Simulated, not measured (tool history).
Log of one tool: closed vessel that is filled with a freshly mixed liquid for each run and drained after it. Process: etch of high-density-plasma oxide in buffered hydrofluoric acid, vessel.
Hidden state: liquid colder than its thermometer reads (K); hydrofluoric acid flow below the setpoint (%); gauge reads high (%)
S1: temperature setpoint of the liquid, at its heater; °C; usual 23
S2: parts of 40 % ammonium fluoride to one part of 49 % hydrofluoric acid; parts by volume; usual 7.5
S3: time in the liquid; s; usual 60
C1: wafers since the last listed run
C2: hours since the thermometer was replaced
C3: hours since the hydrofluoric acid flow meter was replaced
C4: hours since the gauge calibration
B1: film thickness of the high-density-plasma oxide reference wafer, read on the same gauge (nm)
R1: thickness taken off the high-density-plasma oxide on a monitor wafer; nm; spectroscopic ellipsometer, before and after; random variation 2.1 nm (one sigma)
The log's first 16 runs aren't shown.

run    hour    S1   S2  S3    C1     C2     C3      C4      B1      R1
        870  -- hydrofluoric acid flow meter replaced
 17   891.9    18  7.5  75  8062  217.2   21.9   361.9     140  203.34
 18   933.8    23  7.5  60  5484  259.1   63.8   403.8  140.02  211.52
 19   981.3    23  6.5  35  6217  306.6  111.3   451.3     140  144.13
 20  1015.1  26.5  6.5  60  4424  340.4  145.1   485.1  140.01  297.47
 21  1083.8  18.5  7.5  60  8992  409.1  213.8   553.8  139.99  166.44
 22  1109.2  26.5  7.5  60  3324  434.5  239.2   579.2  140.01  257.76
 23    1143    23  7.5  85  4424  468.3    273     613  139.99  303.86
 24  1197.3  25.5    9  90  7107  522.6  327.3   667.3     140  300.04
 25  1259.8    23  7.5  60  8180  585.1  389.8   729.8  140.01  208.32
 26  1300.4    23  7.5  60  5314  625.7  430.4   770.4  139.98  210.76
 27  1360.3    23  7.5  60  7840  685.6  490.3   830.3  139.99  209.61
 28  1424.5    23  7.5  35  8403  749.8  554.5   894.5  140.01   120.7
 29  1460.6    23  7.5  60  4725  785.9  590.6   930.6  140.02  207.42
 30  1496.4    23  9.5  95  4685  821.7  626.4   966.4     140  260.22
 31  1549.7    25    9  30  6976    875  679.7  1019.7  139.99   94.53

4 ways to go on from here, each from the tool as it stands after run 31. What would each give?
  A  1550.4    23  10.5  60  91  875.7  680.4  1020.4   ?   ?
  B  1550.4  21.5   6.5  45  91  875.7  680.4  1020.4   ?   ?
  C  1550.4    23     6  60  91  875.7  680.4  1020.4   ?   ?
  D  1550.4    23   7.5  70  91  875.7  680.4  1020.4   ?   ?

run      B1      R1
  A  140.01  149.33
  B  140.01   162.2
  C  140.01  251.83
  D  140.01  237.12
Without the tool's hidden state the same runs would have given:
run      R1
  A   157.4
  B  170.48
  C  264.59
  D   250.7
